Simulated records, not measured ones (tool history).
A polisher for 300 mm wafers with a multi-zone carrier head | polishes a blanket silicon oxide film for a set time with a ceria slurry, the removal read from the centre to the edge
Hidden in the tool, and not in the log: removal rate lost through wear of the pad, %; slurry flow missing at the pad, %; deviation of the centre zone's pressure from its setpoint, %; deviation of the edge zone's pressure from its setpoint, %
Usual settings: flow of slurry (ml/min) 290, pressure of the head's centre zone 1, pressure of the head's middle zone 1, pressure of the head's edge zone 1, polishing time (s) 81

| run | hour | flow of slurry (ml/min) | pressure of the head's centre zone | pressure of the head's middle zone | pressure of the head's edge zone | polishing time (s) | wafers since the last listed run | wafers polished on this pad | hours since the slurry nozzle was cleaned | hours since the centre zone pressure was calibrated | hours since the edge zone pressure was calibrated | hours since the carrier head's membrane was replaced | incoming thickness of the incoming film, nm | film removed at the wafer's centre (Å) | film removed at mid-radius (Å) | film removed at the wafer's edge (Å) |
|---|---|---|---|---|---|---|---|---|---|---|---|---|---|---|---|---|
| 1 | 0 | 290 | 1 | 1 | 1 | 81 | 0 | 686 | 529.4 | 96.4 | 597.5 | 1565.5 | 1140.6 | 3455 | 3351 | 3514 |
| 2 | 29.7 | 290 | 1 | 1 | 1 | 81 | 190 | 877 | 559.1 | 126.1 | 627.2 | 1595.2 | 1144.7 | 3488 | 3368 | 3396 |
| 3 | 59.2 | 290 | 1 | 1 | 1 | 64 | 189 | 1066 | 588.6 | 155.6 | 656.7 | 1624.7 | 1171.5 | 2714 | 2659 | 2667 |
|  | 68 | worn pad replaced by a new one |
| 4 | 77.6 | 290 | 1 | 1 | 1 | 60 | 92 | 61 | 607 | 174 | 675.1 | 1643.1 | 1140.7 | 2736 | 2631 | 2707 |
| 5 | 94.1 | 290 | 0.89 | 0.91 | 0.95 | 64 | 106 | 167 | 623.5 | 190.5 | 691.6 | 1659.6 | 1162.5 | 2567 | 2573 | 2765 |
| 6 | 129.4 | 290 | 0.91 | 0.93 | 0.96 | 81 | 226 | 394 | 658.8 | 225.8 | 726.9 | 1694.9 | 1132.4 | 3275 | 3268 | 3502 |
|  | 137.1 | edge zone pressure recalibrated |
| 7 | 143.6 | 290 | 1.05 | 0.91 | 1.06 | 81 | 78 | 472 | 673 | 240 | 6.5 | 1709.1 | 1167.4 | 3755 | 3298 | 3611 |
| 8 | 170.2 | 290 | 0.9 | 1 | 1.08 | 81 | 170 | 643 | 699.6 | 266.6 | 33.1 | 1735.7 | 1158.3 | 3175 | 3400 | 3548 |
|  | 173.4 | slurry nozzle cleaned |
|  | 197.7 | carrier head's membrane replaced by a new one |
| 9 | 204.2 | 290 | 1 | 1 | 1.1 | 104 | 179 | 823 | 30.8 | 300.6 | 67.1 | 6.5 | 1132.8 | 4523 | 4389 | 4656 |
| 10 | 231.7 | 290 | 1 | 1 | 1 | 81 | 176 | 1000 | 58.3 | 328.1 | 94.6 | 34 | 1131.7 | 3506 | 3358 | 3487 |
|  | 257.7 | worn pad replaced by a new one |
| 11 | 264.7 | 290 | 1.04 | 1 | 1 | 81 | 186 | 44 | 91.3 | 361.1 | 127.6 | 67 | 1139.1 | 3826 | 3552 | 3691 |
| 12 | 295.8 | 290 | 1.07 | 1.12 | 1 | 61 | 199 | 244 | 122.4 | 392.2 | 158.7 | 98.1 | 1151.3 | 2899 | 2901 | 2679 |
| 13 | 310.4 | 290 | 1 | 1 | 1 | 81 | 93 | 338 | 137 | 406.8 | 173.3 | 112.7 | 1165.1 | 3526 | 3492 | 3515 |
| 14 | 342.4 | 290 | 1 | 1 | 1 | 81 | 205 | 544 | 169 | 438.8 | 205.3 | 144.7 | 1156.4 | 3530 | 3434 | 3509 |
| 15 | 360.6 | 290 | 1 | 1 | 1 | 61 | 116 | 661 | 187.2 | 457 | 223.5 | 162.9 | 1147.2 | 2680 | 2593 | 2636 |
| 16 | 386.4 | 290 | 0.96 | 1 | 1 | 68 | 165 | 827 | 213 | 482.8 | 249.3 | 188.7 | 1162 | 2834 | 2889 | 2911 |

Run 17 comes next. What will it give?
| 17 | 401.3 | 290 | 1 | 0.89 | 0.92 | 81 | 95 | 922 | 227.9 | 497.7 | 264.2 | 203.6 | 1146.4 | ? | ? | ? |

film removed at the wafer's centre (Å): 3547
film removed at mid-radius (Å): 3145
film removed at the wafer's edge (Å): 3277
Without the tool's hidden state the same run would have given film removed at the wafer's centre (Å) 3767, film removed at mid-radius (Å) 3340, film removed at the wafer's edge (Å) 3480.
